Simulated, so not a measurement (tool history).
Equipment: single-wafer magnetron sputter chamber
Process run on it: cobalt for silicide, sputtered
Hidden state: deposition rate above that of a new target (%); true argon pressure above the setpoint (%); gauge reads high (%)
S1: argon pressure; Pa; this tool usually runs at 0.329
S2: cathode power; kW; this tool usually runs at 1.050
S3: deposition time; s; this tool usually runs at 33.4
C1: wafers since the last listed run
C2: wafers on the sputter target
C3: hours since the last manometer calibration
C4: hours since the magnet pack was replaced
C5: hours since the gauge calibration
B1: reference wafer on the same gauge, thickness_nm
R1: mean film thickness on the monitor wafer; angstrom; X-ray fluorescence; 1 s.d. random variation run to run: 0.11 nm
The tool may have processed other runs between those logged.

run,hour,S1,S2,S3,C1,C2,C3,C4,C5,B1,R1
1,0.0,0.329,1.050,33.4,0,8240,300.8,11484.3,2172.6,19.325,189.72
2,91.5,0.329,1.050,33.4,2464,10704,392.3,11575.8,2264.1,19.279,188.02
# hour 118.6: sputter target and shields replaced
3,142.4,0.329,1.050,33.4,1155,640,443.2,11626.7,2315.0,19.305,195.83
4,211.7,0.329,1.050,33.4,1866,2506,512.5,11696.0,2384.3,19.315,191.65
5,259.0,0.329,1.050,33.4,1274,3780,559.8,11743.3,2431.6,19.282,194.46
6,296.5,0.408,1.050,33.4,1010,4790,597.3,11780.8,2469.1,19.321,190.53
7,392.2,0.408,1.050,33.4,2577,7368,693.0,11876.5,2564.8,19.273,186.59
8,466.1,0.399,1.050,33.4,1990,9359,766.9,11950.4,2638.7,19.328,187.30
# hour 566.4: sputter target and shields replaced
9,601.9,0.399,1.050,33.4,3442,956,902.7,12086.2,2774.5,19.272,192.63
10,658.3,0.399,1.050,33.4,1519,2475,959.1,12142.6,2830.9,19.282,189.48
11,704.2,0.234,1.050,33.4,1236,3711,1005.0,12188.5,2876.8,19.318,197.34
12,774.1,0.329,1.050,28.2,1882,5594,1074.9,12258.4,2946.7,19.328,161.00
# hour 792.8: gauge calibrated
13,860.9,0.329,1.050,28.2,2338,7932,1161.7,12345.2,68.1,19.300,160.26
14,922.3,0.329,1.050,28.2,1653,9586,1223.1,12406.6,129.5,19.310,159.55
15,1018.3,0.419,1.050,33.4,2585,12172,1319.1,12502.6,225.5,19.303,183.42
# hour 1030.1: capacitance manometer re-zeroed and calibrated
# hour 1030.9: sputter target and shields replaced
16,1058.4,0.329,1.050,31.2,843,740,28.3,12542.7,265.6,19.300,181.91
17,1109.2,0.329,1.200,39.6,1368,2108,79.1,12593.5,316.4,19.305,260.06
18,1154.9,0.329,1.050,33.4,1230,3339,124.8,12639.2,362.1,19.337,192.37
19,1249.6,0.329,1.050,28.7,2550,5890,219.5,12733.9,456.8,19.312,165.15
20,1296.9,0.329,1.050,33.4,1274,7164,266.8,12781.2,504.1,19.301,189.65
# hour 1491.8: sputter target and shields replaced
21,1579.4,0.329,1.050,33.4,7393,2358,549.3,13063.7,786.6,19.311,192.81
# hour 1641.6: magnet pack replaced, of another model than before
22,1663.5,0.214,0.900,27.3,2049,4408,633.4,21.9,870.7,19.324,137.38
23,1765.3,0.428,1.050,26.9,2742,7150,735.2,123.7,972.5,19.310,151.38
24,1816.7,0.457,1.300,38.2,1384,8535,786.6,175.1,1023.9,19.287,265.64
25,1917.4,0.329,1.050,33.4,2712,11247,887.3,275.8,1124.6,19.281,187.97
# hour 1948.2: sputter target and shields replaced
26,2233.9,0.291,1.250,33.4,8309,7695,1203.8,592.3,1441.1,19.303,230.27
# hour 2247.4: capacitance manometer re-zeroed and calibrated
27,2336.2,0.329,1.050,29.8,2540,10235,88.8,694.6,1543.4,19.305,166.92
# hour 2420.6: sputter target and shields replaced
28,2443.0,0.329,0.850,33.4,2661,602,195.6,801.4,1650.2,19.296,157.26
29,2511.2,0.284,1.200,28.5,1837,2439,263.8,869.6,1718.4,19.305,189.16

State the hidden condition of the tool at each of the runs:
true argon pressure above the setpoint (%): 0 on each run
gauge reads high (%): 0 on each run
H1: deposition rate above that of a new target (%)
run,H1
1,-2.38
2,-3.43
3,-0.0951
4,-0.224
5,-0.401
6,-0.592
7,-1.28
8,-2.02
9,-0.104
10,-0.219
11,-0.388
12,-0.774
13,-1.47
14,-2.11
15,-3.35
16,-0.21
17,-0.296
18,-0.444
19,-0.962
20,-1.33
21,-0.307
22,-0.656
23,-1.38
24,-1.87
25,-3.08
26,-1.68
27,-2.78
28,-0.127
29,-0.251
